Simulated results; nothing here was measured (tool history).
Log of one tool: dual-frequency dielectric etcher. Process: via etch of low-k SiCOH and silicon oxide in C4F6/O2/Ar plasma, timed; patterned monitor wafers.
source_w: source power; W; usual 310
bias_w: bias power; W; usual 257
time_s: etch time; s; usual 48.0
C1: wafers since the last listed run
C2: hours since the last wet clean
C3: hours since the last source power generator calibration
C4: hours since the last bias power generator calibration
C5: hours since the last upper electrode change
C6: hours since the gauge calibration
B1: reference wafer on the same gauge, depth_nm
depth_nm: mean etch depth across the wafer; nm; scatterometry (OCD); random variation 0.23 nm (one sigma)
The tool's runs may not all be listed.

Run 1, hour 0.0: usual settings but bias_w 239 W, time_s 39.5 s; C1 0; C2 88.7; C3 4151.1; C4 3510.1; C5 5822.8; C6 306.6; B1 143.0. Result: depth_nm 121.7 nm.
Run 2, hour 15.2: usual settings but bias_w 239 W, time_s 39.5 s; C1 148; C2 103.9; C3 4166.3; C4 3525.3; C5 5838.0; C6 321.8; B1 143.1. Result: depth_nm 121.4 nm.
Run 3, hour 21.8: usual settings but source_w 360 W, time_s 54.0 s; C1 64; C2 110.5; C3 4172.9; C4 3531.9; C5 5844.6; C6 328.4; B1 142.9. Result: depth_nm 183.2 nm.
Run 4, hour 36.1: usual settings but source_w 360 W, time_s 54.0 s; C1 139; C2 124.8; C3 4187.2; C4 3546.2; C5 5858.9; C6 342.7; B1 143.0. Result: depth_nm 183.2 nm.
Run 5, hour 52.3: usual settings; C1 157; C2 141.0; C3 4203.4; C4 3562.4; C5 5875.1; C6 358.9; B1 143.0. Result: depth_nm 149.9 nm.
Run 6, hour 66.2: usual settings; C1 135; C2 154.9; C3 4217.3; C4 3576.3; C5 5889.0; C6 372.8; B1 143.0. Result: depth_nm 150.1 nm.
At hour 72.9: bias power generator calibrated.
Run 7, hour 75.3: usual settings; C1 49; C2 164.0; C3 4226.4; C4 2.4; C5 5898.1; C6 381.9; B1 143.0. Result: depth_nm 150.2 nm.
At hour 81.9: source power generator calibrated.
Run 8, hour 88.8: usual settings; C1 92; C2 177.5; C3 6.9; C4 15.9; C5 5911.6; C6 395.4; B1 142.9. Result: depth_nm 150.2 nm.
Run 9, hour 98.5: usual settings; C1 94; C2 187.2; C3 16.6; C4 25.6; C5 5921.3; C6 405.1; B1 143.0. Result: depth_nm 150.1 nm.
At hour 98.5: gauge calibrated.
Run 10, hour 107.2: usual settings; C1 84; C2 195.9; C3 25.3; C4 34.3; C5 5930.0; C6 8.7; B1 143.0. Result: depth_nm 149.7 nm.
Run 11, hour 124.3: usual settings; C1 166; C2 213.0; C3 42.4; C4 51.4; C5 5947.1; C6 25.8; B1 142.9. Result: depth_nm 149.8 nm.
Run 12, hour 135.2: usual settings but time_s 35.5 s; C1 106; C2 223.9; C3 53.3; C4 62.3; C5 5958.0; C6 36.7; B1 143.1. Result: depth_nm 111.2 nm.
Run 13, hour 150.1: usual settings but source_w 340 W, bias_w 317 W, time_s 61.0 s; C1 145; C2 238.8; C3 68.2; C4 77.2; C5 5972.9; C6 51.6; B1 143.1. Result: depth_nm 211.1 nm.
At hour 174.3: upper electrode replaced.
Run 14, hour 174.8: usual settings; C1 6; C2 263.5; C3 92.9; C4 101.9; C5 0.5; C6 76.3; B1 142.9. Result: depth_nm 149.4 nm.
Run 15, hour 176.2: usual settings but source_w 380 W, bias_w 213 W, time_s 35.0 s; C1 13; C2 264.9; C3 94.3; C4 103.3; C5 1.9; C6 77.7; B1 143.0. Result: depth_nm 116.6 nm.
Run 16, hour 206.6: usual settings but source_w 360 W, bias_w 281 W, time_s 39.5 s; C1 296; C2 295.3; C3 124.7; C4 133.7; C5 32.3; C6 108.1; B1 143.0. Result: depth_nm 136.2 nm.
Run 17, hour 213.3: usual settings but source_w 380 W, bias_w 287 W, time_s 60.5 s; C1 65; C2 302.0; C3 131.4; C4 140.4; C5 39.0; C6 114.8; B1 142.9. Result: depth_nm 215.7 nm.
Run 18, hour 223.8: usual settings but source_w 290 W, bias_w 233 W, time_s 36.5 s; C1 102; C2 312.5; C3 141.9; C4 150.9; C5 49.5; C6 125.3; B1 142.9. Result: depth_nm 106.8 nm.
Run 19, hour 239.4: usual settings; C1 152; C2 328.1; C3 157.5; C4 166.5; C5 65.1; C6 140.9; B1 143.0. Result: depth_nm 149.2 nm.
At hour 268.4: wet clean of the chamber.
Run 20, hour 268.9: usual settings but time_s 37.0 s; C1 53; C2 0.5; C3 187.0; C4 196.0; C5 94.6; C6 170.4; B1 143.0. Result: depth_nm 116.3 nm.
Run 21, hour 269.2: usual settings but source_w 360 W, bias_w 207 W, time_s 60.0 s; C1 2; C2 0.8; C3 187.3; C4 196.3; C5 94.9; C6 170.7; B1 143.0. Result: depth_nm 194.7 nm.
Run 22, hour 284.7: usual settings but source_w 370 W, bias_w 211 W; C1 151; C2 16.3; C3 202.8; C4 211.8; C5 110.4; C6 186.2; B1 143.1. Result: depth_nm 158.8 nm.
Run 23, hour 293.8: usual settings but source_w 370 W, bias_w 273 W, time_s 55.0 s; C1 88; C2 25.4; C3 211.9; C4 220.9; C5 119.5; C6 195.3; B1 143.0. Result: depth_nm 192.7 nm.
Run 24, hour 309.4: usual settings; C1 152; C2 41.0; C3 227.5; C4 236.5; C5 135.1; C6 210.9; B1 142.9. Result: depth_nm 150.5 nm.
Run 25, hour 320.2: usual settings but source_w 280 W, bias_w 198 W, time_s 60.0 s; C1 105; C2 51.8; C3 238.3; C4 247.3; C5 145.9; C6 221.7; B1 143.0. Result: depth_nm 167.7 nm.
Run 26, hour 326.4: usual settings but source_w 260 W, bias_w 211 W, time_s 42.5 s; C1 60; C2 58.0; C3 244.5; C4 253.5; C5 152.1; C6 227.9; B1 142.9. Result: depth_nm 115.2 nm.
Run 27, hour 343.5: usual settings but source_w 240 W, bias_w 283 W; C1 166; C2 75.1; C3 261.6; C4 270.6; C5 169.2; C6 245.0; B1 143.0. Result: depth_nm 132.5 nm.
Run 28, hour 351.0: usual settings but time_s 39.0 s; C1 73; C2 82.6; C3 269.1; C4 278.1; C5 176.7; C6 252.5; B1 143.0. Result: depth_nm 122.4 nm.
Run 29, hour 359.3: usual settings; C1 80; C2 90.9; C3 277.4; C4 286.4; C5 185.0; C6 260.8; B1 142.9. Result: depth_nm 150.4 nm.
Run 30, hour 375.1: usual settings but source_w 350 W, bias_w 295 W, time_s 36.0 s; C1 154; C2 106.7; C3 293.2; C4 302.2; C5 200.8; C6 276.6; B1 143.0. Result: depth_nm 124.3 nm.

What the log doesn't show, run by run:
source power that arrives over what is set, %: 0 in every run
bias power that arrives over what is set, %: 0 in every run
gauge reads high (%): 0 in every run
H1: etch rate over this chamber's usual, %
run      H1
  1  -0.412
  2  -0.459
  3   -0.48
  4  -0.524
  5  -0.574
  6  -0.617
  7  -0.645
  8  -0.687
  9  -0.717
 10  -0.744
 11  -0.797
 12  -0.831
 13  -0.877
 14  -0.954
 15  -0.958
 16   -1.05
 17   -1.07
 18   -1.11
 19   -1.15
 20  -0.111
 21  -0.112
 22   -0.16
 23  -0.188
 24  -0.236
 25   -0.27
 26  -0.289
 27  -0.342
 28  -0.365
 29  -0.391
 30   -0.44

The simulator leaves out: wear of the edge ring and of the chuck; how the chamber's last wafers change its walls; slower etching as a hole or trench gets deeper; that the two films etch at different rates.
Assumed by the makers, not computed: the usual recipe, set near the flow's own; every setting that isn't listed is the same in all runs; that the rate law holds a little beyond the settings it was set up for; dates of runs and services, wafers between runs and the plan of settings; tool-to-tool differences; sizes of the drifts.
